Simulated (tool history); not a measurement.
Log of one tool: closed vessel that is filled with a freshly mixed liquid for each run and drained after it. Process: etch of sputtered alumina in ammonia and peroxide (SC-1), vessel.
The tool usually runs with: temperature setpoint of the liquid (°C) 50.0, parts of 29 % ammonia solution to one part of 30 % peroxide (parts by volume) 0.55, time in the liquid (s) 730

run   hour  temperature setpoint of the liquid (°C)  parts of 29 % ammonia solution to one part of 30 % peroxide (parts by volume)  time in the liquid (s)  wafers since the last listed run  hours since the thermometer was replaced  hours since the ammonia flow meter was replaced  hours since the drum of ammonia solution was connected  hours since the gauge calibration  read-back film thickness of the sputtered alumina reference wafer, read on the same gauge (nm)  thickness taken off the sputtered alumina on a monitor wafer (Å)
  1    0.0                                     50.0                                                                           0.55                     730                                 0                                    1780.6                                            667.9                                                   219.9                              527.4                                                                                           30.01                                                             481.3
  2   20.3                                     50.0                                                                           0.55                     730                              1599                                    1800.9                                            688.2                                                   240.2                              547.7                                                                                           30.02                                                             483.3
  3   33.3                                     50.0                                                                           0.55                     730                              1024                                    1813.9                                            701.2                                                   253.2                              560.7                                                                                           30.00                                                             480.7
  4   67.5                                     50.0                                                                           0.55                     730                              2695                                    1848.1                                            735.4                                                   287.4                              594.9                                                                                           29.99                                                             482.1
  5   95.3                                     50.0                                                                           0.55                     730                              2191                                    1875.9                                            763.2                                                   315.2                              622.7                                                                                           29.99                                                             477.1
     110.1  -- thermometer replaced
  6  116.6                                     50.0                                                                           0.40                     730                              1599                                       6.5                                            784.5                                                   336.5                              644.0                                                                                           29.98                                                             411.2
  7  145.1                                     50.0                                                                           0.40                     730                              2246                                      35.0                                            813.0                                                   365.0                              672.5                                                                                           30.01                                                             408.4
  8  174.5                                     50.0                                                                           0.40                     730                              2317                                      64.4                                            842.4                                                   394.4                              701.9                                                                                           30.00                                                             414.6
     201.2  -- ammonia flow meter replaced
  9  210.0                                     50.0                                                                           0.80                     730                              2719                                      99.9                                              8.8                                                   429.9                              737.4                                                                                           29.99                                                             437.3
     227.7  -- gauge calibrated
 10  231.5                                     55.5                                                                           0.55                     730                              1694                                     121.4                                             30.3                                                   451.4                                3.8                                                                                           30.00                                                             573.5
 11  263.4                                     50.0                                                                           0.55                     600                              2514                                     153.3                                             62.2                                                   483.3                               35.7                                                                                           29.98                                                             349.8
     280.9  -- new drum of ammonia solution connected
 12  296.1                                     45.5                                                                           0.55                     730                              2498                                     186.0                                             94.9                                                    15.2                               68.4                                                                                           30.00                                                             334.1
 13  311.8                                     50.0                                                                           0.75                     730                              1237                                     201.7                                            110.6                                                    30.9                               84.1                                                                                           30.01                                                             437.0
 14  326.5                                     50.0                                                                           0.55                     730                              1158                                     216.4                                            125.3                                                    45.6                               98.8                                                                                           30.01                                                             425.2
 15  343.4                                     59.5                                                                           0.70                     730                              1331                                     233.3                                            142.2                                                    62.5                              115.7                                                                                           29.98                                                             716.4
 16  377.4                                     56.0                                                                           0.80                     730                              2679                                     267.3                                            176.2                                                    96.5                              149.7                                                                                           30.00                                                             614.9
 17  403.8                                     50.0                                                                           0.55                     730                              2080                                     293.7                                            202.6                                                   122.9                              176.1                                                                                           30.00                                                             426.3
 18  432.2                                     50.0                                                                           0.55                     730                              2238                                     322.1                                            231.0                                                   151.3                              204.5                                                                                           29.98                                                             431.1
 19  458.5                                     56.0                                                                           0.40                     375                              2072                                     348.4                                            257.3                                                   177.6                              230.8                                                                                           29.99                                                             293.5
 20  481.2                                     50.0                                                                           0.65                    1130                              1789                                     371.1                                            280.0                                                   200.3                              253.5                                                                                           30.01                                                             687.4
 21  496.2                                     53.0                                                                           0.75                     290                              1182                                     386.1                                            295.0                                                   215.3                              268.5                                                                                           30.00                                                             206.6
 22  512.5                                     58.0                                                                           0.80                    1095                              1284                                     402.4                                            311.3                                                   231.6                              284.8                                                                                           30.02                                                            1025.5
 23  530.5                                     47.5                                                                           0.80                     460                              1418                                     420.4                                            329.3                                                   249.6                              302.8                                                                                           30.02                                                             246.5
 24  565.4                                     50.0                                                                           0.40                    1035                              2750                                     455.3                                            364.2                                                   284.5                              337.7                                                                                           29.99                                                             602.1
 25  600.0                                     50.0                                                                           0.55                     730                              2727                                     489.9                                            398.8                                                   319.1                              372.3                                                                                           29.99                                                             437.5
 26  615.8                                     50.0                                                                           0.55                     730                              1245                                     505.7                                            414.6                                                   334.9                              388.1                                                                                           30.02                                                             429.2
 27  628.9                                     44.0                                                                           0.55                     880                              1032                                     518.8                                            427.7                                                   348.0                              401.2                                                                                           30.01                                                             381.0
 28  652.3                                     50.0                                                                           0.55                     730                              1844                                     542.2                                            451.1                                                   371.4                              424.6                                                                                           29.96                                                             438.0

Describe how what the log doesn't record of the tool's condition differs between the last listed run preceding each entry between runs and the first listed run following it.
Runs 5 to 6: thermometer replaced (hour 110.1)
  liquid hotter than its thermometer reads (K): 2.39 -> 0.0444
  measured minus no-state result, thickness taken off the sputtered alumina on a monitor wafer (Å): +58.4 -> +0.9
Runs 8 to 9: ammonia flow meter replaced (hour 201.2)
  liquid hotter than its thermometer reads (K): 0.113 -> 0.156
  measured minus no-state result, thickness taken off the sputtered alumina on a monitor wafer (Å): +2.5 -> +3.8
Runs 9 to 10: gauge calibrated (hour 227.7)
  liquid hotter than its thermometer reads (K): 0.156 -> 0.181
  measured minus no-state result, thickness taken off the sputtered alumina on a monitor wafer (Å): +3.8 -> +5.4
Runs 11 to 12: new drum of ammonia solution connected (hour 280.9)
  liquid hotter than its thermometer reads (K): 0.219 -> 0.258
  measured minus no-state result, thickness taken off the sputtered alumina on a monitor wafer (Å): +4.3 -> +4.9

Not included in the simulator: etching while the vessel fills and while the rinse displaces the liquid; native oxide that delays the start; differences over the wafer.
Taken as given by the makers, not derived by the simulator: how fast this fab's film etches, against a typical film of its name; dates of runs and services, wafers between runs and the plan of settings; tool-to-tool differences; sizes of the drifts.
